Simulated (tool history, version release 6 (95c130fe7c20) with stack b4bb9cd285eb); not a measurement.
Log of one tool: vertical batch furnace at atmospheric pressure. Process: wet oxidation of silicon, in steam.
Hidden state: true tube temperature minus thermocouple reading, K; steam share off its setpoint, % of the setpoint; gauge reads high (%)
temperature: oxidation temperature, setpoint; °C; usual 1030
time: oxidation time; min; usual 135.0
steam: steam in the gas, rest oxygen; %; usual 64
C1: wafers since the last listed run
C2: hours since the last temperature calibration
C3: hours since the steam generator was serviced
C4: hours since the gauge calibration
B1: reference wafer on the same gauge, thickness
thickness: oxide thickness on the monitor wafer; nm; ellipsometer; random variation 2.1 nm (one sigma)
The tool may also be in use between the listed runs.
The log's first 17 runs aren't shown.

Run 18, hour 953.0: usual settings but time 91.0 min, steam 56 %; C1 421; C2 2051.0; C3 555.5; C4 329.8; B1 552.31. Result: thickness 426.71 nm.
Run 19, hour 999.1: usual settings but time 165.0 min, steam 73 %; C1 307; C2 2097.1; C3 601.6; C4 375.9; B1 552.12. Result: thickness 713.75 nm.
Run 20, hour 1037.0: usual settings; C1 252; C2 2135.0; C3 639.5; C4 413.8; B1 552.83. Result: thickness 584.75 nm.
Run 21, hour 1067.7: usual settings but temperature 1011 °C, time 112.5 min, steam 76 %; C1 204; C2 2165.7; C3 670.2; C4 444.5; B1 551.36. Result: thickness 525.35 nm.
Run 22, hour 1094.3: usual settings but temperature 1036 °C, time 97.0 min, steam 68 %; C1 177; C2 2192.3; C3 696.8; C4 471.1; B1 551.95. Result: thickness 513.63 nm.
Run 23, hour 1120.2: usual settings but time 177.0 min; C1 172; C2 2218.2; C3 722.7; C4 497.0; B1 552.22. Result: thickness 689.67 nm.
At hour 1167.2: thermocouples replaced and temperature profile calibrated.
Run 24, hour 1170.9: usual settings but temperature 1037 °C, steam 54 %; C1 178; C2 3.7; C3 773.4; C4 547.7; B1 551.86. Result: thickness 543.18 nm.
Run 25, hour 1199.2: usual settings but temperature 1046 °C, time 96.0 min; C1 188; C2 32.0; C3 801.7; C4 576.0; B1 552.37. Result: thickness 518.24 nm.
Run 26, hour 1229.3: usual settings but temperature 1042 °C, steam 57 %; C1 200; C2 62.1; C3 831.8; C4 606.1; B1 551.55. Result: thickness 579.16 nm.
Run 27, hour 1264.4: usual settings but temperature 1045 °C, time 67.5 min, steam 55 %; C1 234; C2 97.2; C3 866.9; C4 641.2; B1 551.57. Result: thickness 381.68 nm.
Run 28, hour 1294.7: usual settings but temperature 1043 °C, time 171.0 min, steam 69 %; C1 202; C2 127.5; C3 897.2; C4 671.5; B1 552.02. Result: thickness 744.71 nm.
Run 29, hour 1350.3: usual settings but time 114.0 min; C1 370; C2 183.1; C3 952.8; C4 727.1; B1 552.14. Result: thickness 529.34 nm.
Run 30, hour 1415.2: usual settings but temperature 1044 °C, time 91.0 min; C1 433; C2 248.0; C3 1017.7; C4 792.0; B1 552.13. Result: thickness 494.97 nm.
Run 31, hour 1442.0: usual settings but temperature 1012 °C, time 173.0 min, steam 69 %; C1 178; C2 274.8; C3 1044.5; C4 818.8; B1 551.85. Result: thickness 645.90 nm.
Run 32, hour 1512.1: usual settings but temperature 1013 °C; C1 467; C2 344.9; C3 1114.6; C4 888.9; B1 551.60. Result: thickness 531.21 nm.
Run 33, hour 1549.3: usual settings but time 154.5 min, steam 75 %; C1 248; C2 382.1; C3 1151.8; C4 926.1; B1 551.91. Result: thickness 689.87 nm.
Run 34, hour 1598.8: usual settings but temperature 1020 °C, time 155.0 min, steam 60 %; C1 330; C2 431.6; C3 1201.3; C4 975.6; B1 551.85. Result: thickness 572.25 nm.
Run 35, hour 1658.3: usual settings but temperature 1052 °C, steam 56 %; C1 396; C2 491.1; C3 1260.8; C4 1035.1; B1 551.45. Result: thickness 597.24 nm.
Run 36, hour 1728.9: usual settings but time 194.0 min, steam 58 %; C1 471; C2 561.7; C3 1331.4; C4 1105.7; B1 551.50. Result: thickness 678.90 nm.
Run 37, hour 1753.3: usual settings; C1 162; C2 586.1; C3 1355.8; C4 1130.1; B1 552.11. Result: thickness 577.76 nm.
Run 38, hour 1811.1: usual settings but temperature 1013 °C; C1 385; C2 643.9; C3 1413.6; C4 1187.9; B1 551.90. Result: thickness 522.33 nm.
Run 39, hour 1877.5: usual settings but temperature 1041 °C, time 201.5 min, steam 73 %; C1 443; C2 710.3; C3 1480.0; C4 1254.3; B1 551.77. Result: thickness 827.84 nm.

Forecast each of these 3 alternatives for the next run:
Run A, hour 1883.7: usual settings but temperature 1055 °C; C1 41; C2 716.5; C3 1486.2; C4 1260.5; B1 ?. Result: thickness ?.
Run B, hour 1883.7: usual settings but temperature 1007 °C, steam 74 %; C1 41; C2 716.5; C3 1486.2; C4 1260.5; B1 ?. Result: thickness ?.
Run C, hour 1883.7: usual settings but steam 55 %; C1 41; C2 716.5; C3 1486.2; C4 1260.5; B1 ?. Result: thickness ?.

run      B1  thickness
  A  551.80     646.97
  B  551.80     553.27
  C  551.80     524.40
Without the tool's hidden state the same runs would have given:
run  thickness
  A     664.91
  B     569.77
  C     539.67
